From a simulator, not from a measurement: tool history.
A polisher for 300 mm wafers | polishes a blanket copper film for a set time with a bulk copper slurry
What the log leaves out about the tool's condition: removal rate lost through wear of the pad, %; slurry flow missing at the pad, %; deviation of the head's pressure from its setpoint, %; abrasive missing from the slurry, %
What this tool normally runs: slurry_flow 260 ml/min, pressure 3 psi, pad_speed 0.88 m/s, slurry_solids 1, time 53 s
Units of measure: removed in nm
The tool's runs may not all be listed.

| run | day | slurry_flow | pressure | pad_speed | slurry_solids | time | wafers since the last listed run | wafers polished on this pad | hours since the slurry nozzle was cleaned | hours since the head pressure was calibrated | hours since the slurry blender was calibrated | incoming thickness of the incoming film, nm | removed |
|---|---|---|---|---|---|---|---|---|---|---|---|---|---|
| 1 | 0 | 205 | 3 | 0.88 | 1 | 53 | 0 | 3330 | 386.4 | 922.6 | 332.9 | 3556.8 | 433.3 |
| 2 | 3.904 | 205 | 3 | 0.88 | 1 | 53 | 1748 | 5079 | 480.1 | 1016.3 | 426.6 | 3480.4 | 430.5 |
| 3 | 6.004 | 260 | 3.5 | 0.88 | 1 | 53 | 940 | 6019 | 530.5 | 1066.7 | 477 | 3536.9 | 505.1 |
| 4 | 8.146 | 260 | 3.5 | 0.88 | 1 | 53 | 958 | 6978 | 581.9 | 1118.1 | 528.4 | 3521.8 | 498.8 |
| 5 | 10.212 | 230 | 3 | 0.88 | 1 | 53 | 925 | 7903 | 631.5 | 1167.7 | 578 | 3546.4 | 429.5 |
|  | 11.208 | slurry nozzle cleaned |
|  | 12.358 | head pressure recalibrated |
|  | 12.629 | slurry blender recalibrated |
| 6 | 13.842 | 230 | 3 | 0.88 | 1 | 53 | 1531 | 9435 | 63.2 | 35.6 | 29.1 | 3511.9 | 453.7 |
|  | 16.875 | worn pad replaced by a new one |
| 7 | 17.454 | 230 | 3 | 0.88 | 1 | 53 | 1542 | 259 | 149.9 | 122.3 | 115.8 | 3564 | 453.4 |
| 8 | 20.308 | 260 | 3 | 0.88 | 1 | 53 | 1277 | 1537 | 218.4 | 190.8 | 184.3 | 3536.2 | 456.6 |
| 9 | 23.083 | 260 | 3 | 0.88 | 1 | 53 | 1242 | 2779 | 285 | 257.4 | 250.9 | 3562.1 | 456.3 |
| 10 | 27.029 | 260 | 3 | 0.88 | 1 | 53 | 1766 | 4546 | 379.7 | 352.1 | 345.6 | 3577.6 | 451.6 |
|  | 34.729 | slurry blender recalibrated |
| 11 | 35.854 | 260 | 2.4 | 0.88 | 1 | 53 | 3914 | 8460 | 591.5 | 563.9 | 27 | 3563.6 | 359 |
|  | 35.983 | slurry nozzle cleaned |
| 12 | 38.842 | 260 | 3 | 0.88 | 1 | 53 | 1318 | 9779 | 68.6 | 635.6 | 98.7 | 3555.9 | 456.4 |
| 13 | 40.8 | 260 | 3 | 1.12 | 1 | 53 | 876 | 10656 | 115.6 | 682.6 | 145.7 | 3524.8 | 541 |
|  | 42.479 | worn pad replaced by a new one |
| 14 | 43.238 | 260 | 2.3 | 0.88 | 0.8 | 65 | 1016 | 339 | 174.1 | 741.1 | 204.2 | 3561.5 | 432.5 |
| 15 | 45.225 | 260 | 2 | 0.98 | 1 | 67 | 889 | 1229 | 221.8 | 788.8 | 251.9 | 3551.4 | 445.3 |
| 16 | 48.004 | 260 | 3.9 | 0.88 | 1 | 53 | 1244 | 2473 | 288.5 | 855.5 | 318.6 | 3575.7 | 567.2 |
| 17 | 51.446 | 260 | 3 | 0.88 | 1 | 53 | 1540 | 4014 | 371.1 | 938.1 | 401.2 | 3585.3 | 446.2 |
|  | 52.575 | head pressure recalibrated |
| 18 | 55.808 | 200 | 2.2 | 0.88 | 1.2 | 53 | 1915 | 5930 | 475.8 | 77.6 | 505.9 | 3544.8 | 345.1 |
| 19 | 59.317 | 260 | 3 | 0.88 | 1 | 53 | 1570 | 7501 | 560 | 161.8 | 590.1 | 3530.7 | 435.7 |
|  | 61.617 | slurry blender recalibrated |
|  | 62.796 | slurry nozzle cleaned |
|  | 62.921 | worn pad replaced by a new one |
| 20 | 62.95 | 260 | 2.7 | 0.88 | 1 | 35 | 1514 | 13 | 3.7 | 249 | 32 | 3564 | 278.4 |
| 21 | 67.175 | 325 | 3.4 | 0.88 | 1.2 | 53 | 1891 | 1904 | 105.1 | 350.4 | 133.4 | 3610.4 | 535.1 |
| 22 | 71.371 | 260 | 3.9 | 0.88 | 1 | 53 | 1878 | 3783 | 205.8 | 451.1 | 234.1 | 3524.3 | 575.5 |
| 23 | 73.888 | 260 | 2.7 | 0.88 | 1 | 53 | 1126 | 4910 | 266.2 | 511.5 | 294.5 | 3549.6 | 411.4 |
| 24 | 76.308 | 260 | 3 | 0.88 | 0.9 | 53 | 1083 | 5994 | 324.3 | 569.6 | 352.6 | 3593.5 | 449.2 |
| 25 | 80.371 | 260 | 3.3 | 0.88 | 1 | 45 | 1818 | 7813 | 421.8 | 667.1 | 450.1 | 3478.5 | 417 |
|  | 84.712 | slurry blender recalibrated |
| 26 | 84.746 | 175 | 2.1 | 1 | 1 | 53 | 1921 | 9734 | 526.8 | 772.1 | 0.8 | 3514.6 | 342.6 |
| 27 | 86.925 | 260 | 3 | 0.8 | 1 | 53 | 975 | 10710 | 579.1 | 824.4 | 53.1 | 3603.7 | 413.7 |
|  | 88.083 | slurry nozzle cleaned |
|  | 89.325 | worn pad replaced by a new one |
| 28 | 91.396 | 260 | 3 | 0.88 | 1 | 53 | 1908 | 927 | 79.5 | 931.7 | 160.4 | 3545.4 | 456 |
|  | 93.592 | head pressure recalibrated |
| 29 | 97.046 | 260 | 3 | 0.88 | 1.2 | 53 | 2492 | 3420 | 215.1 | 82.9 | 296 | 3569.3 | 466.6 |
| 30 | 99.108 | 260 | 3.8 | 0.88 | 1.15 | 53 | 923 | 4343 | 264.6 | 132.4 | 345.5 | 3574.3 | 567.6 |

Selected run-to-run steps in removed, each split into two signed amounts: the part the tool would show with no hidden state at all (from settings, incoming material and random variation), and the remainder, which goes to the hidden state together with any gauge scatter not common to the measured and the hidden-state-free results:
Run 5 -> 6: slurry nozzle cleaned, head pressure recalibrated, slurry blender recalibrated. removed +24.2 nm: hidden state +25.4, all else -1.2.
Run 11 -> 12: pressure 2.4 -> 3, slurry nozzle cleaned. removed +97.4 nm: hidden state +22, all else +75.4.
Run 19 -> 20: pressure 3 -> 2.7, time 53 -> 35, slurry blender recalibrated, slurry nozzle cleaned, worn pad replaced by a new one. removed -157.3 nm: hidden state +23.8, all else -181.1.
Run 20 -> 21: slurry_flow 260 -> 325, pressure 2.7 -> 3.4, slurry_solids 1 -> 1.2, time 35 -> 53. removed +256.7 nm: hidden state -3.2, all else +259.9.
Run 22 -> 23: pressure 3.9 -> 2.7. removed -164.1 nm: hidden state +0.4, all else -164.5.
